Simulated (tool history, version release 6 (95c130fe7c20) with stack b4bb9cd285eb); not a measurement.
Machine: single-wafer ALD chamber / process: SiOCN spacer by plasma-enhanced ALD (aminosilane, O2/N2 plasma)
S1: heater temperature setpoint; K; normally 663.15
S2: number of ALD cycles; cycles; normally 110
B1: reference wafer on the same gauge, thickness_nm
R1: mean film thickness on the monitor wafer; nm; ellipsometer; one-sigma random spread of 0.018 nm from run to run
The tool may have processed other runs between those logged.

Run 1, hour 0: usual settings; B1 5.815. Result: R1 7.186 nm.
Run 2, hour 37.9: usual settings; B1 5.812. Result: R1 7.228 nm.
Run 3, hour 101.1: usual settings; B1 5.811. Result: R1 7.214 nm.
Run 4, hour 145.4: usual settings; B1 5.804. Result: R1 7.188 nm.
Run 5, hour 182.4: usual settings; B1 5.81. Result: R1 7.226 nm.
At hour 249.1: thermocouple changed; heater temperature recalibrated.
Run 6, hour 272.3: usual settings; B1 5.793. Result: R1 7.207 nm.
Run 7, hour 367.5: usual settings; B1 5.789. Result: R1 7.196 nm.
Run 8, hour 461.9: usual settings; B1 5.789. Result: R1 7.193 nm.
Run 9, hour 501.7: usual settings; B1 5.787. Result: R1 7.179 nm.
Run 10, hour 602.6: usual settings; B1 5.791. Result: R1 7.192 nm.
Run 11, hour 665.1: usual settings; B1 5.782. Result: R1 7.171 nm.
Run 12, hour 703.3: usual settings; B1 5.767. Result: R1 7.181 nm.
Run 13, hour 800.6: usual settings but S1 654.15 K; B1 5.775. Result: R1 7.142 nm.
Run 14, hour 863.7: usual settings but S1 670.15 K; B1 5.768. Result: R1 7.187 nm.
Run 15, hour 940: usual settings but S1 668.15 K; B1 5.763. Result: R1 7.144 nm.
At hour 1073.2: gauge calibrated.
Run 16, hour 1159.8: usual settings but S1 659.15 K; B1 5.865. Result: R1 7.308 nm.
Run 17, hour 1215.3: usual settings but S1 677.15 K, S2 130 cycles; B1 5.857. Result: R1 8.438 nm.
Run 18, hour 1273.4: usual settings but S1 651.15 K, S2 128 cycles; B1 5.866. Result: R1 8.471 nm.
Run 19, hour 1326.1: usual settings; B1 5.862. Result: R1 7.29 nm.
Run 20, hour 1431.4: usual settings but S1 677.15 K, S2 116 cycles; B1 5.85. Result: R1 7.509 nm.
Run 21, hour 1501.2: usual settings but S2 125 cycles; B1 5.845. Result: R1 8.248 nm.
Run 22, hour 1546.6: usual settings; B1 5.84. Result: R1 7.263 nm.
Run 23, hour 1627.8: usual settings but S1 674.15 K, S2 89 cycles; B1 5.838. Result: R1 5.817 nm.
Run 24, hour 1684.1: usual settings but S1 677.15 K, S2 99 cycles; B1 5.833. Result: R1 6.426 nm.
At hour 1699.4: thermocouple changed; heater temperature recalibrated.
Run 25, hour 1924.3: usual settings but S1 654.15 K, S2 95 cycles; B1 5.83. Result: R1 6.209 nm.
Run 26, hour 2094.2: usual settings but S1 677.15 K, S2 93 cycles; B1 5.818. Result: R1 6 nm.
Run 27, hour 2192.3: usual settings but S1 650.15 K; B1 5.812. Result: R1 7.256 nm.

Alternative continuations, all from the tool just after run 27; predict every row:
Run A, hour 2192.9: usual settings; B1 ?. Result: R1 ?.
Run B, hour 2192.9: usual settings but S1 650.15 K, S2 129 cycles; B1 ?. Result: R1 ?.
Run C, hour 2192.9: usual settings but S2 93 cycles; B1 ?. Result: R1 ?.
Run D, hour 2192.9: usual settings but S1 670.15 K, S2 131 cycles; B1 ?. Result: R1 ?.
Run E, hour 2192.9: usual settings but S1 652.15 K, S2 103 cycles; B1 ?. Result: R1 ?.

run     B1     R1
  A  5.812  7.205
  B  5.812   8.45
  C  5.812  6.092
  D  5.812  8.581
  E  5.812  6.747
The same runs, with their run-to-run variation unchanged, on a tool lacking any hidden condition would have given:
run     R1
  A  7.279
  B  8.536
  C  6.154
  D  8.668
  E  6.816
